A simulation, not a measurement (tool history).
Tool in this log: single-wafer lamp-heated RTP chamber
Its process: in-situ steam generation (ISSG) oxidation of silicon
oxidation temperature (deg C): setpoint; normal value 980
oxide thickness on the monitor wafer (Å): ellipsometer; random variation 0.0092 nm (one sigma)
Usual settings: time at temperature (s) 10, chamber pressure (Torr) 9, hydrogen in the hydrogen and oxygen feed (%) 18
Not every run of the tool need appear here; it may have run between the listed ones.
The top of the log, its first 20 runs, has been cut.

| run | day | oxidation temperature (deg C) | time at temperature (s) | chamber pressure (Torr) | hydrogen in the hydrogen and oxygen feed (%) | wafers since the last listed run | wafers since the last pyrometer calibration | hours since the pressure gauge was zeroed | hours since the hydrogen flow controller was replaced | hours since the gauge calibration | read-back reference wafer on the same gauge, thickness | oxide thickness on the monitor wafer (Å) |
|---|---|---|---|---|---|---|---|---|---|---|---|---|
| 21 | 44.617 | 980 | 10 | 9 | 18 | 417 | 4980 | 430 | 962.5 | 571 | 4.301 | 42.4 |
| 22 | 46.85 | 966 | 10 | 9 | 12 | 699 | 5679 | 483.6 | 1016.1 | 624.6 | 4.297 | 37.12 |
|  | 52.117 | pyrometer window cleaned and pyrometer calibrated |
| 23 | 53.779 | 980 | 10 | 9 | 18 | 2065 | 520 | 649.9 | 1182.4 | 790.9 | 4.299 | 41.54 |
| 24 | 56.125 | 980 | 10 | 9 | 18 | 734 | 1255 | 706.2 | 1238.7 | 847.2 | 4.302 | 41.82 |
| 25 | 58.079 | 988 | 12 | 8.5 | 24 | 611 | 1867 | 753.1 | 1285.6 | 894.1 | 4.303 | 49.93 |
| 26 | 59.9 | 980 | 8 | 9.8 | 13 | 570 | 2437 | 796.8 | 1329.3 | 937.8 | 4.301 | 35.11 |
| 27 | 62.008 | 999 | 8 | 8 | 14 | 660 | 3097 | 847.4 | 1379.9 | 988.4 | 4.298 | 38.25 |
| 28 | 63.188 | 996 | 6 | 8.2 | 21 | 369 | 3466 | 875.7 | 1408.2 | 1016.7 | 4.301 | 37.42 |
| 29 | 65.038 | 980 | 10 | 9 | 18 | 579 | 4045 | 920.1 | 1452.6 | 1061.1 | 4.296 | 42.4 |
| 30 | 67.354 | 980 | 10 | 9 | 18 | 725 | 4771 | 975.7 | 1508.2 | 1116.7 | 4.302 | 42.49 |
| 31 | 69.321 | 970 | 10 | 9.4 | 13 | 615 | 5387 | 1022.9 | 1555.4 | 1163.9 | 4.3 | 38.11 |
|  | 70.667 | pyrometer window cleaned and pyrometer calibrated |
| 32 | 72.033 | 997 | 12 | 9 | 22 | 744 | 428 | 1088 | 1620.5 | 1229 | 4.301 | 49.73 |

Forecast each of these 3 alternatives for the next run:
| A | 72.05 | 972 | 10 | 9 | 18 | 5 | 433 | 1088.4 | 1620.9 | 1229.4 | ? | ? |
| B | 72.05 | 980 | 10 | 9 | 15 | 5 | 433 | 1088.4 | 1620.9 | 1229.4 | ? | ? |
| C | 72.05 | 980 | 7 | 9 | 18 | 5 | 433 | 1088.4 | 1620.9 | 1229.4 | ? | ? |

| run | read-back reference wafer on the same gauge, thickness | oxide thickness on the monitor wafer (Å) |
|---|---|---|
| A | 4.299 | 40.72 |
| B | 4.299 | 39.86 |
| C | 4.299 | 36.13 |
Had the tool no hidden state, the same runs would have come out as:
| run | oxide thickness on the monitor wafer (Å) |
|---|---|
| A | 40.5 |
| B | 39.63 |
| C | 35.96 |
